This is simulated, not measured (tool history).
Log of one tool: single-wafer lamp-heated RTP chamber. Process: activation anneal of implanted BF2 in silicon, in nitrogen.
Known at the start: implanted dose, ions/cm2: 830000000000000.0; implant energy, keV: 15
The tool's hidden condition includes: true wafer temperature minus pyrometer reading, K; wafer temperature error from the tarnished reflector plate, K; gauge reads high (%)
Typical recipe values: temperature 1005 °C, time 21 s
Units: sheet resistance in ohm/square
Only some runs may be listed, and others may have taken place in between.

run    hour  temperature  time  wafers since the last listed run  wafers since the last pyrometer calibration  wafers since the reflector plate was cleaned  hours since the gauge calibration  read-back reference wafer on the same gauge, sheet resistance  sheet resistance
  1     0.0         1005    21                                 0                                         2559                                          4067                              403.3                                                         223.97            215.48
  2   103.3         1005    21                               925                                         3484                                          4992                              506.6                                                         224.05            214.15
  3   183.5         1005    21                               718                                         4202                                          5710                              586.8                                                         223.93            213.04
  4   269.5         1005    21                               770                                         4973                                          6481                              672.8                                                         223.94            212.94
  5   345.3         1005    21                               678                                         5652                                          7160                              748.6                                                         224.19            213.91
  6   390.0         1005    21                               400                                         6052                                          7560                              793.3                                                         224.16            213.00
      464.1  -- reflector plate cleaned
  7   464.6         1005    21                               596                                         6648                                             4                              867.9                                                         224.30            213.38
  8   541.0         1005    30                               684                                         7333                                           688                              944.3                                                         224.22            201.07
      602.7  -- gauge calibrated
  9   621.3         1033    10                               719                                         8052                                          1408                               18.6                                                         223.89            203.69
 10   664.5         1020    17                               386                                         8439                                          1794                               61.8                                                         224.13            202.22
 11   725.7         1030    31                               548                                         8987                                          2343                              123.0                                                         223.82            177.66
      780.1  -- pyrometer window cleaned and pyrometer calibrated
 12   795.4         1023    29                               552                                          136                                          2895                              192.7                                                         223.83            188.81
 13   853.1         1005    21                               516                                          653                                          3412                              250.4                                                         224.12            217.52
 14   900.0         1005    21                               420                                         1073                                          3832                              297.3                                                         224.07            217.12
 15   968.0         1015    30                               609                                         1682                                          4441                              365.3                                                         223.88            194.03
 16  1041.1          976    12                               654                                         2337                                          5096                              438.4                                                         224.08            283.20

Take each entry between the runs: how does the hidden state at the last listed run before it differ from the hidden state at the first listed run after it?
Between runs 6 and 7: reflector plate cleaned (hour 464.1)
  true wafer temperature minus pyrometer reading, K: 4.36 -> 4.46
  difference, measured minus the result without the unlogged condition, sheet resistance: -5.81 -> -5.95 ohm/square
Between runs 8 and 9: gauge calibrated (hour 602.7)
  true wafer temperature minus pyrometer reading, K: 4.53 -> 4.6
  difference, measured minus the result without the unlogged condition, sheet resistance: -5.85 -> -5.28 ohm/square
Between runs 11 and 12: pyrometer window cleaned and pyrometer calibrated (hour 780.1)
  true wafer temperature minus pyrometer reading, K: 4.66 -> 0.223
  difference, measured minus the result without the unlogged condition, sheet resistance: -3.03 -> -0.19 ohm/square

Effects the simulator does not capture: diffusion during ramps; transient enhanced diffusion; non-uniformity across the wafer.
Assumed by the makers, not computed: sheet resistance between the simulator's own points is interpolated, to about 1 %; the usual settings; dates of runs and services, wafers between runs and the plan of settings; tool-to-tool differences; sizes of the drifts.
